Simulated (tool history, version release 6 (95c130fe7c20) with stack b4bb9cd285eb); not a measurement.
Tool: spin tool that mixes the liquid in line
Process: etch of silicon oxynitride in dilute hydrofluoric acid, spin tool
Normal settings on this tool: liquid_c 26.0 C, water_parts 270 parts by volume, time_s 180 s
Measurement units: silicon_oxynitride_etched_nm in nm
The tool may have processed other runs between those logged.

| run | hour | liquid_c | water_parts | time_s | wafers since the last listed run | hours since the thermometer was replaced | hours since the hydrofluoric acid flow meter was replaced | hours since the gauge calibration | read-back film thickness of the silicon oxynitride reference wafer, read on the same gauge (nm) | silicon_oxynitride_etched_nm |
|---|---|---|---|---|---|---|---|---|---|---|
| 1 | 0.0 | 26.0 | 270 | 180 | 0 | 2225.8 | 986.2 | 113.4 | 50.012 | 3.636 |
| 2 | 23.7 | 26.0 | 270 | 180 | 223 | 2249.5 | 1009.9 | 137.1 | 49.996 | 3.628 |
| 3 | 42.0 | 26.0 | 270 | 180 | 172 | 2267.8 | 1028.2 | 155.4 | 49.995 | 3.732 |
| 4 | 56.8 | 26.0 | 270 | 180 | 139 | 2282.6 | 1043.0 | 170.2 | 50.007 | 3.712 |
| 5 | 75.5 | 23.0 | 270 | 245 | 176 | 2301.3 | 1061.7 | 188.9 | 49.986 | 4.467 |
| 6 | 92.9 | 26.0 | 305 | 180 | 163 | 2318.7 | 1079.1 | 206.3 | 49.998 | 3.150 |
| 7 | 114.2 | 26.0 | 305 | 180 | 200 | 2340.0 | 1100.4 | 227.6 | 49.971 | 3.147 |
| 8 | 148.9 | 26.0 | 245 | 180 | 326 | 2374.7 | 1135.1 | 262.3 | 49.989 | 4.144 |
| 9 | 173.6 | 26.0 | 245 | 180 | 232 | 2399.4 | 1159.8 | 287.0 | 50.024 | 4.229 |
| 10 | 197.7 | 29.5 | 270 | 75 | 227 | 2423.5 | 1183.9 | 311.1 | 50.063 | 1.795 |

Forecast run 11:
|  | 218.7 | hydrofluoric acid flow meter replaced |
| 11 | 224.9 | 26.0 | 330 | 180 | 246 | 2450.7 | 6.2 | 338.3 | ? | ? |

Run 11 yielded read-back film thickness of the silicon oxynitride reference wafer, read on the same gauge (nm) 50.008, silicon_oxynitride_etched_nm 2.492 nm.
With no hidden state in the tool, this same run would have given silicon_oxynitride_etched_nm 2.478 nm.

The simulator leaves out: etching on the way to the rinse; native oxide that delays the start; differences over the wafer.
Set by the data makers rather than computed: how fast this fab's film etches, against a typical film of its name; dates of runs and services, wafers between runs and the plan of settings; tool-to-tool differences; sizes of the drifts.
